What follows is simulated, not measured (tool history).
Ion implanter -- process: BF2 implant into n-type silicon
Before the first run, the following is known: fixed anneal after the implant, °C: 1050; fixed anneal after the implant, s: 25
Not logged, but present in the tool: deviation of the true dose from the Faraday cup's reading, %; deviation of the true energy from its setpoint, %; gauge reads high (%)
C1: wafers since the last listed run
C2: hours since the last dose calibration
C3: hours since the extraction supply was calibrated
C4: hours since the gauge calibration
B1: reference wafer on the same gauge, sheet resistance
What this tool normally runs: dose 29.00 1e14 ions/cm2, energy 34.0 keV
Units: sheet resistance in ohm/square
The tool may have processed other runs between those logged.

Run 1, hour 0.0: usual settings; C1 0; C2 7.6; C3 1140.9; C4 288.1; B1 93.25. Result: sheet resistance 85.57 ohm/square.
Run 2, hour 69.1: usual settings; C1 1275; C2 76.7; C3 1210.0; C4 357.2; B1 93.24. Result: sheet resistance 85.41 ohm/square.
Run 3, hour 132.0: usual settings; C1 1160; C2 139.6; C3 1272.9; C4 420.1; B1 93.29. Result: sheet resistance 85.68 ohm/square.
Run 4, hour 220.9: usual settings but energy 31.0 keV; C1 1640; C2 228.5; C3 1361.8; C4 509.0; B1 93.27. Result: sheet resistance 88.87 ohm/square.
Run 5, hour 479.3: usual settings but energy 38.0 keV; C1 4769; C2 486.9; C3 1620.2; C4 767.4; B1 93.29. Result: sheet resistance 81.77 ohm/square.
Run 6, hour 553.6: usual settings but energy 38.0 keV; C1 1371; C2 561.2; C3 1694.5; C4 841.7; B1 93.29. Result: sheet resistance 81.96 ohm/square.
Run 7, hour 593.2: usual settings; C1 730; C2 600.8; C3 1734.1; C4 881.3; B1 93.34. Result: sheet resistance 86.14 ohm/square.
Run 8, hour 863.4: usual settings; C1 4987; C2 871.0; C3 2004.3; C4 1151.5; B1 93.25. Result: sheet resistance 85.69 ohm/square.
Run 9, hour 919.3: usual settings; C1 1031; C2 926.9; C3 2060.2; C4 1207.4; B1 93.26. Result: sheet resistance 86.04 ohm/square.
Run 10, hour 993.3: usual settings; C1 1365; C2 1000.9; C3 2134.2; C4 1281.4; B1 93.37. Result: sheet resistance 85.94 ohm/square.
Run 11, hour 1086.6: usual settings; C1 1722; C2 1094.2; C3 2227.5; C4 1374.7; B1 93.20. Result: sheet resistance 85.89 ohm/square.
Run 12, hour 1142.6: usual settings; C1 1033; C2 1150.2; C3 2283.5; C4 1430.7; B1 93.32. Result: sheet resistance 85.80 ohm/square.
Run 13, hour 1192.7: usual settings but energy 30.0 keV; C1 924; C2 1200.3; C3 2333.6; C4 1480.8; B1 93.36. Result: sheet resistance 90.50 ohm/square.
Run 14, hour 1236.6: usual settings but dose 25.08 1e14 ions/cm2, energy 27.0 keV; C1 810; C2 1244.2; C3 2377.5; C4 1524.7; B1 93.29. Result: sheet resistance 95.35 ohm/square.
Run 15, hour 1293.1: usual settings but dose 25.08 1e14 ions/cm2, energy 27.0 keV; C1 1042; C2 1300.7; C3 2434.0; C4 1581.2; B1 93.35. Result: sheet resistance 94.93 ohm/square.
At hour 1461.0: Faraday cup replaced and dose calibrated.
Run 16, hour 1472.1: usual settings; C1 3156; C2 11.1; C3 2613.0; C4 1760.2; B1 93.27. Result: sheet resistance 86.31 ohm/square.
At hour 1564.9: extraction supply calibrated.
Run 17, hour 1579.1: usual settings; C1 1827; C2 118.1; C3 14.2; C4 1867.2; B1 93.33. Result: sheet resistance 84.62 ohm/square.
Run 18, hour 1678.4: usual settings but dose 35.97 1e14 ions/cm2; C1 1832; C2 217.4; C3 113.5; C4 1966.5; B1 93.34. Result: sheet resistance 83.07 ohm/square.
Run 19, hour 1730.4: usual settings but dose 21.71 1e14 ions/cm2, energy 24.0 keV; C1 959; C2 269.4; C3 165.5; C4 2018.5; B1 93.29. Result: sheet resistance 100.02 ohm/square.
Run 20, hour 1771.8: usual settings but dose 35.09 1e14 ions/cm2; C1 764; C2 310.8; C3 206.9; C4 2059.9; B1 93.21. Result: sheet resistance 83.38 ohm/square.
Run 21, hour 1860.1: usual settings but energy 29.5 keV; C1 1629; C2 399.1; C3 295.2; C4 2148.2; B1 93.31. Result: sheet resistance 89.67 ohm/square.
Run 22, hour 1944.5: usual settings but dose 26.52 1e14 ions/cm2, energy 22.5 keV; C1 1557; C2 483.5; C3 379.6; C4 2232.6; B1 93.31. Result: sheet resistance 99.40 ohm/square.
At hour 1969.9: gauge calibrated.
Run 23, hour 2012.3: usual settings but dose 24.52 1e14 ions/cm2; C1 1251; C2 551.3; C3 447.4; C4 42.4; B1 93.33. Result: sheet resistance 87.09 ohm/square.
Run 24, hour 2054.9: usual settings but dose 32.83 1e14 ions/cm2, energy 45.5 keV; C1 786; C2 593.9; C3 490.0; C4 85.0; B1 93.33. Result: sheet resistance 73.28 ohm/square.
Run 25, hour 2125.9: usual settings; C1 1310; C2 664.9; C3 561.0; C4 156.0; B1 93.35. Result: sheet resistance 85.12 ohm/square.
Run 26, hour 2229.4: usual settings but dose 35.09 1e14 ions/cm2; C1 1910; C2 768.4; C3 664.5; C4 259.5; B1 93.29. Result: sheet resistance 83.43 ohm/square.
Run 27, hour 2302.0: usual settings but dose 25.40 1e14 ions/cm2, energy 24.0 keV; C1 1339; C2 841.0; C3 737.1; C4 332.1; B1 93.35. Result: sheet resistance 97.92 ohm/square.
Run 28, hour 2358.7: usual settings but dose 21.54 1e14 ions/cm2; C1 1046; C2 897.7; C3 793.8; C4 388.8; B1 93.31. Result: sheet resistance 89.49 ohm/square.
Run 29, hour 2454.3: usual settings but dose 32.46 1e14 ions/cm2; C1 1764; C2 993.3; C3 889.4; C4 484.4; B1 93.37. Result: sheet resistance 84.05 ohm/square.
Run 30, hour 2494.4: usual settings but energy 23.0 keV; C1 740; C2 1033.4; C3 929.5; C4 524.5; B1 93.30. Result: sheet resistance 97.80 ohm/square.
Run 31, hour 2531.4: usual settings; C1 682; C2 1070.4; C3 966.5; C4 561.5; B1 93.38. Result: sheet resistance 85.42 ohm/square.
Run 32, hour 2610.4: usual settings but dose 36.35 1e14 ions/cm2, energy 28.0 keV; C1 1458; C2 1149.4; C3 1045.5; C4 640.5; B1 93.29. Result: sheet resistance 89.65 ohm/square.

Had the tool no unlogged condition, and each run kept its random variation, what would the results have been?
run  sheet resistance
  1             84.94
  2             84.75
  3             84.99
  4             88.16
  5             80.91
  6             81.07
  7             85.24
  8             84.67
  9             85.00
 10             84.87
 11             84.77
 12             84.66
 13             89.37
 14             94.23
 15             93.79
 16             85.01
 17             84.64
 18             83.05
 19             99.97
 20             83.32
 21             89.58
 22             99.28
 23             86.93
 24             73.08
 25             84.90
 26             83.17
 27             97.65
 28             89.18
 29             83.69
 30             97.46
 31             85.02
 32             89.25
